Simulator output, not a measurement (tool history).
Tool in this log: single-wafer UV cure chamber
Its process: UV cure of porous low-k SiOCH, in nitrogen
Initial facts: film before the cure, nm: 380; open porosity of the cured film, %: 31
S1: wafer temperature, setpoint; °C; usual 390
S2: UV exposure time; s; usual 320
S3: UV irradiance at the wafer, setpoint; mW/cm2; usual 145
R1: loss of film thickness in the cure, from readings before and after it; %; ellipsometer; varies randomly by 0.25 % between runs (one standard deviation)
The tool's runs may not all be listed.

run 1 hour=0.0 | S1=390 S2=320 S3=145 | R1=16.902
run 2 hour=107.4 | S1=390 S2=320 S3=145 | R1=16.015
run 3 hour=182.8 | S1=390 S2=320 S3=171 | R1=16.786
run 4 hour=265.5 | S1=390 S2=320 S3=171 | R1=16.651
run 5 hour=307.1 | S1=390 S2=320 S3=171 | R1=16.666
run 6 hour=355.9 | S1=390 S2=320 S3=145 | R1=16.054
run 7 hour=427.5 | S1=390 S2=370 S3=145 | R1=16.817
run 8 hour=530.1 | S1=390 S2=320 S3=145 | R1=16.085
-- hour=591.2 quartz window cleaned
run 9 hour=632.1 | S1=390 S2=320 S3=145 | R1=16.637
run 10 hour=696.8 | S1=390 S2=320 S3=145 | R1=16.072
run 11 hour=785.9 | S1=390 S2=250 S3=145 | R1=14.848
run 12 hour=1006.8 | S1=395 S2=320 S3=145 | R1=15.882
-- hour=1029.9 UV bulbs replaced
run 13 hour=1100.1 | S1=395 S2=320 S3=145 | R1=15.870
-- hour=1176.8 quartz window cleaned
run 14 hour=1205.5 | S1=395 S2=320 S3=145 | R1=17.167
run 15 hour=1297.9 | S1=390 S2=320 S3=145 | R1=16.714
run 16 hour=1380.7 | S1=405 S2=320 S3=145 | R1=16.826
run 17 hour=1420.4 | S1=405 S2=320 S3=145 | R1=16.892
run 18 hour=1472.8 | S1=390 S2=320 S3=145 | R1=16.052
run 19 hour=1555.6 | S1=390 S2=320 S3=145 | R1=15.956
run 20 hour=1592.6 | S1=404 S2=320 S3=145 | R1=16.645
run 21 hour=1683.4 | S1=382 S2=320 S3=145 | R1=15.508
-- hour=1745.1 quartz window cleaned
run 22 hour=1916.2 | S1=379 S2=320 S3=182 | R1=17.204
run 23 hour=1994.5 | S1=390 S2=420 S3=145 | R1=17.414
run 24 hour=2060.2 | S1=390 S2=320 S3=145 | R1=15.934
run 25 hour=2127.0 | S1=373 S2=205 S3=115 | R1=12.385
run 26 hour=2221.2 | S1=405 S2=270 S3=124 | R1=14.368
-- hour=2308.1 quartz window cleaned
run 27 hour=2308.6 | S1=399 S2=190 S3=177 | R1=15.650
run 28 hour=2359.0 | S1=381 S2=320 S3=162 | R1=17.054
run 29 hour=2426.8 | S1=377 S2=320 S3=126 | R1=15.376
run 30 hour=2493.3 | S1=390 S2=320 S3=145 | R1=16.134
run 31 hour=2546.7 | S1=390 S2=145 S3=145 | R1=12.124
run 32 hour=2622.4 | S1=407 S2=320 S3=145 | R1=16.110
run 33 hour=2717.7 | S1=395 S2=320 S3=145 | R1=16.250
run 34 hour=2794.7 | S1=390 S2=320 S3=145 | R1=16.027
run 35 hour=2882.8 | S1=390 S2=255 S3=172 | R1=15.144
run 36 hour=2951.2 | S1=382 S2=230 S3=112 | R1=12.910

Each row is a separate what-if for the run after 36, all from the same tool condition, not one after another. Results?
run A hour=2951.7 | S1=390 S2=320 S3=145 | R1=?
run B hour=2951.7 | S1=406 S2=420 S3=166 | R1=?
run C hour=2951.7 | S1=390 S2=470 S3=145 | R1=?

run=A R1=16.068
run=B R1=18.589
run=C R1=18.132
What these runs would have given with no unlogged condition in the tool:
run=A R1=17.346
run=B R1=19.881
run=C R1=19.423
